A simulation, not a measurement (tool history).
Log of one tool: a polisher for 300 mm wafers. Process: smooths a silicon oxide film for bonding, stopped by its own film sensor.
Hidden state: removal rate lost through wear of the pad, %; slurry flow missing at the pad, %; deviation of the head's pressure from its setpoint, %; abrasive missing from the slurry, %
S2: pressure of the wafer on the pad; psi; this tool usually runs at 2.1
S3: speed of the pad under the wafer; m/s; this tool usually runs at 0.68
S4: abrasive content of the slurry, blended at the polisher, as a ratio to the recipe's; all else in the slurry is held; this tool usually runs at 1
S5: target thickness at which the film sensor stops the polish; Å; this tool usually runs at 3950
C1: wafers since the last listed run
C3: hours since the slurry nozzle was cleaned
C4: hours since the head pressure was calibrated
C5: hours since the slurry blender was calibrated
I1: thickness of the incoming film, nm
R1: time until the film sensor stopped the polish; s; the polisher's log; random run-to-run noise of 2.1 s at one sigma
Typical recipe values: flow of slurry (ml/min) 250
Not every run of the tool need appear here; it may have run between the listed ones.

{"run": 1, "hour": 0.0, "flow of slurry (ml/min)": 250, "S2": 2.1, "S3": 0.68, "S4": 1, "S5": 3950, "C1": 0, "wafers polished on this pad": 1385, "C3": 66.5, "C4": 364.2, "C5": 76.3, "I1": 458.8, "R1": 134.1}
{"run": 2, "hour": 54.1, "flow of slurry (ml/min)": 250, "S2": 2.1, "S3": 0.68, "S4": 1, "S5": 3950, "C1": 467, "wafers polished on this pad": 1852, "C3": 120.6, "C4": 418.3, "C5": 130.4, "I1": 461.8, "R1": 147.6}
{"run": 3, "hour": 82.6, "flow of slurry (ml/min)": 250, "S2": 2.1, "S3": 0.68, "S4": 1, "S5": 3870, "C1": 246, "wafers polished on this pad": 2098, "C3": 149.1, "C4": 446.8, "C5": 158.9, "I1": 465.5, "R1": 170.1}
{"hour": 130.0, "done": "worn pad replaced by a new one"}
{"run": 4, "hour": 144.3, "flow of slurry (ml/min)": 250, "S2": 2.1, "S3": 0.68, "S4": 1, "S5": 3950, "C1": 498, "wafers polished on this pad": 123, "C3": 210.8, "C4": 508.5, "C5": 220.6, "I1": 453.5, "R1": 127.7}
{"run": 5, "hour": 176.5, "flow of slurry (ml/min)": 250, "S2": 2.1, "S3": 0.68, "S4": 1, "S5": 3950, "C1": 278, "wafers polished on this pad": 401, "C3": 243, "C4": 540.7, "C5": 252.8, "I1": 450.2, "R1": 121.7}
{"hour": 216.4, "done": "slurry blender recalibrated"}
{"run": 6, "hour": 237.3, "flow of slurry (ml/min)": 250, "S2": 2.1, "S3": 0.68, "S4": 1, "S5": 3950, "C1": 507, "wafers polished on this pad": 909, "C3": 303.8, "C4": 601.5, "C5": 20.9, "I1": 462.4, "R1": 143.1}
{"hour": 300.0, "done": "head pressure recalibrated"}
{"run": 7, "hour": 307.4, "flow of slurry (ml/min)": 250, "S2": 1.6, "S3": 0.86, "S4": 1, "S5": 3950, "C1": 588, "wafers polished on this pad": 1497, "C3": 373.9, "C4": 7.4, "C5": 91, "I1": 467.7, "R1": 174.3}
{"run": 8, "hour": 376.0, "flow of slurry (ml/min)": 250, "S2": 1.6, "S3": 0.86, "S4": 1, "S5": 3950, "C1": 592, "wafers polished on this pad": 2089, "C3": 442.5, "C4": 76, "C5": 159.6, "I1": 458.8, "R1": 157}
{"hour": 397.2, "done": "slurry nozzle cleaned"}
{"run": 9, "hour": 414.8, "flow of slurry (ml/min)": 250, "S2": 1.6, "S3": 0.86, "S4": 1, "S5": 3950, "C1": 326, "wafers polished on this pad": 2416, "C3": 17.6, "C4": 114.8, "C5": 198.4, "I1": 457.8, "R1": 159.5}
{"hour": 437.7, "done": "worn pad replaced by a new one"}
{"run": 10, "hour": 479.4, "flow of slurry (ml/min)": 250, "S2": 2.1, "S3": 0.5, "S4": 1, "S5": 3950, "C1": 523, "wafers polished on this pad": 360, "C3": 82.2, "C4": 179.4, "C5": 263, "I1": 463.1, "R1": 201.7}
{"run": 11, "hour": 506.2, "flow of slurry (ml/min)": 250, "S2": 2.1, "S3": 0.5, "S4": 1, "S5": 3950, "C1": 231, "wafers polished on this pad": 591, "C3": 109, "C4": 206.2, "C5": 289.8, "I1": 465, "R1": 211.6}
{"hour": 530.4, "done": "slurry blender recalibrated"}
{"run": 12, "hour": 540.5, "flow of slurry (ml/min)": 250, "S2": 2.1, "S3": 0.68, "S4": 1, "S5": 3950, "C1": 278, "wafers polished on this pad": 870, "C3": 143.3, "C4": 240.5, "C5": 10.1, "I1": 455.4, "R1": 140.7}
{"run": 13, "hour": 594.7, "flow of slurry (ml/min)": 220, "S2": 2.1, "S3": 0.9, "S4": 1.1, "S5": 3950, "C1": 468, "wafers polished on this pad": 1338, "C3": 197.5, "C4": 294.7, "C5": 64.3, "I1": 461, "R1": 123}
{"run": 14, "hour": 628.1, "flow of slurry (ml/min)": 290, "S2": 2.1, "S3": 0.8, "S4": 1, "S5": 3870, "C1": 288, "wafers polished on this pad": 1627, "C3": 230.9, "C4": 328.1, "C5": 97.7, "I1": 457.1, "R1": 140.2}
{"hour": 654.9, "done": "slurry nozzle cleaned, repeated, since the last time left the tool worse"}
{"run": 15, "hour": 680.6, "flow of slurry (ml/min)": 250, "S2": 2.1, "S3": 0.68, "S4": 1, "S5": 3950, "C1": 444, "wafers polished on this pad": 2071, "C3": 25.7, "C4": 380.6, "C5": 150.2, "I1": 460, "R1": 136.7}
{"hour": 732.8, "done": "worn pad replaced by a new one"}
{"run": 16, "hour": 740.6, "flow of slurry (ml/min)": 300, "S2": 2.1, "S3": 0.8, "S4": 1, "S5": 4040, "C1": 483, "wafers polished on this pad": 67, "C3": 85.7, "C4": 440.6, "C5": 210.2, "I1": 452.3, "R1": 87.4}
{"run": 17, "hour": 775.3, "flow of slurry (ml/min)": 250, "S2": 2.1, "S3": 0.68, "S4": 1, "S5": 3950, "C1": 299, "wafers polished on this pad": 367, "C3": 120.4, "C4": 475.3, "C5": 244.9, "I1": 460.9, "R1": 142.2}
{"hour": 836.6, "done": "head pressure recalibrated"}
{"run": 18, "hour": 837.1, "flow of slurry (ml/min)": 170, "S2": 2.4, "S3": 0.9, "S4": 1, "S5": 3750, "C1": 516, "wafers polished on this pad": 883, "C3": 182.2, "C4": 0.5, "C5": 306.7, "I1": 464.5, "R1": 140.7}
{"run": 19, "hour": 875.3, "flow of slurry (ml/min)": 280, "S2": 2.6, "S3": 0.82, "S4": 1, "S5": 3950, "C1": 329, "wafers polished on this pad": 1213, "C3": 220.4, "C4": 38.7, "C5": 344.9, "I1": 462.1, "R1": 99.4}
{"hour": 894.8, "done": "slurry blender recalibrated"}
{"run": 20, "hour": 942.1, "flow of slurry (ml/min)": 275, "S2": 2.1, "S3": 0.52, "S4": 0.8, "S5": 3950, "C1": 559, "wafers polished on this pad": 1773, "C3": 287.2, "C4": 105.5, "C5": 47.3, "I1": 456.6, "R1": 181.3}
{"run": 21, "hour": 992.0, "flow of slurry (ml/min)": 250, "S2": 1.5, "S3": 0.68, "S4": 1, "S5": 3950, "C1": 430, "wafers polished on this pad": 2204, "C3": 337.1, "C4": 155.4, "C5": 97.2, "I1": 463.6, "R1": 206.9}
{"run": 22, "hour": 1031.6, "flow of slurry (ml/min)": 285, "S2": 2.1, "S3": 0.58, "S4": 1, "S5": 3950, "C1": 341, "wafers polished on this pad": 2545, "C3": 376.7, "C4": 195, "C5": 136.8, "I1": 452.2, "R1": 139.5}
{"hour": 1044.4, "done": "worn pad replaced by a new one"}
{"hour": 1050.3, "done": "slurry nozzle cleaned"}
{"run": 23, "hour": 1078.4, "flow of slurry (ml/min)": 250, "S2": 2.1, "S3": 0.84, "S4": 1, "S5": 3950, "C1": 360, "wafers polished on this pad": 285, "C3": 28.1, "C4": 241.8, "C5": 183.6, "I1": 456.4, "R1": 113.2}
{"run": 24, "hour": 1128.9, "flow of slurry (ml/min)": 250, "S2": 2.1, "S3": 0.68, "S4": 1, "S5": 3950, "C1": 436, "wafers polished on this pad": 721, "C3": 78.6, "C4": 292.3, "C5": 234.1, "I1": 456.8, "R1": 131.9}
{"hour": 1167.6, "done": "slurry blender recalibrated"}
{"run": 25, "hour": 1191.8, "flow of slurry (ml/min)": 250, "S2": 2.1, "S3": 0.68, "S4": 1, "S5": 4160, "C1": 525, "wafers polished on this pad": 1247, "C3": 141.5, "C4": 355.2, "C5": 24.2, "I1": 460.8, "R1": 97}
{"run": 26, "hour": 1250.0, "flow of slurry (ml/min)": 290, "S2": 1.4, "S3": 0.76, "S4": 1, "S5": 3840, "C1": 502, "wafers polished on this pad": 1749, "C3": 199.7, "C4": 413.4, "C5": 82.4, "I1": 456.1, "R1": 206.6}
{"run": 27, "hour": 1303.8, "flow of slurry (ml/min)": 250, "S2": 2.1, "S3": 0.68, "S4": 1, "S5": 3950, "C1": 464, "wafers polished on this pad": 2214, "C3": 253.5, "C4": 467.2, "C5": 136.2, "I1": 451.6, "R1": 126.6}
{"hour": 1328.0, "done": "worn pad replaced by a new one"}
{"run": 28, "hour": 1343.4, "flow of slurry (ml/min)": 250, "S2": 1.4, "S3": 0.68, "S4": 1.15, "S5": 3950, "C1": 307, "wafers polished on this pad": 133, "C3": 293.1, "C4": 506.8, "C5": 175.8, "I1": 462.5, "R1": 208.8}
{"hour": 1369.6, "done": "head pressure recalibrated"}
{"run": 29, "hour": 1396.2, "flow of slurry (ml/min)": 250, "S2": 2.1, "S3": 0.68, "S4": 1, "S5": 3950, "C1": 438, "wafers polished on this pad": 571, "C3": 345.9, "C4": 26.6, "C5": 228.6, "I1": 452.9, "R1": 126.4}

Predict each of these 5 candidate next runs independently; none follows another, all start after run 29:
{"run": "A", "hour": 1396.7, "flow of slurry (ml/min)": 250, "S2": 2.1, "S3": 0.68, "S4": 1, "S5": 3950, "C1": 4, "wafers polished on this pad": 576, "C3": 346.4, "C4": 27.1, "C5": 229.1, "I1": 457, "R1": "?"}
{"run": "B", "hour": 1396.7, "flow of slurry (ml/min)": 195, "S2": 2.1, "S3": 0.68, "S4": 1, "S5": 3950, "C1": 4, "wafers polished on this pad": 576, "C3": 346.4, "C4": 27.1, "C5": 229.1, "I1": 457, "R1": "?"}
{"run": "C", "hour": 1396.7, "flow of slurry (ml/min)": 250, "S2": 2.1, "S3": 0.46, "S4": 1, "S5": 3950, "C1": 4, "wafers polished on this pad": 576, "C3": 346.4, "C4": 27.1, "C5": 229.1, "I1": 457, "R1": "?"}
{"run": "D", "hour": 1396.7, "flow of slurry (ml/min)": 250, "S2": 2.1, "S3": 0.54, "S4": 1, "S5": 3950, "C1": 4, "wafers polished on this pad": 576, "C3": 346.4, "C4": 27.1, "C5": 229.1, "I1": 457, "R1": "?"}
{"run": "E", "hour": 1396.7, "flow of slurry (ml/min)": 200, "S2": 2.7, "S3": 0.68, "S4": 1, "S5": 3790, "C1": 4, "wafers polished on this pad": 576, "C3": 346.4, "C4": 27.1, "C5": 229.1, "I1": 457, "R1": "?"}

run=A R1=133
run=B R1=138
run=C R1=181.9
run=D R1=160
run=E R1=134.5
The same runs, with their run-to-run variation unchanged, on a tool lacking any hidden condition would have given:
run=A R1=129.8
run=B R1=133.9
run=C R1=177.5
run=D R1=156.1
run=E R1=130.5
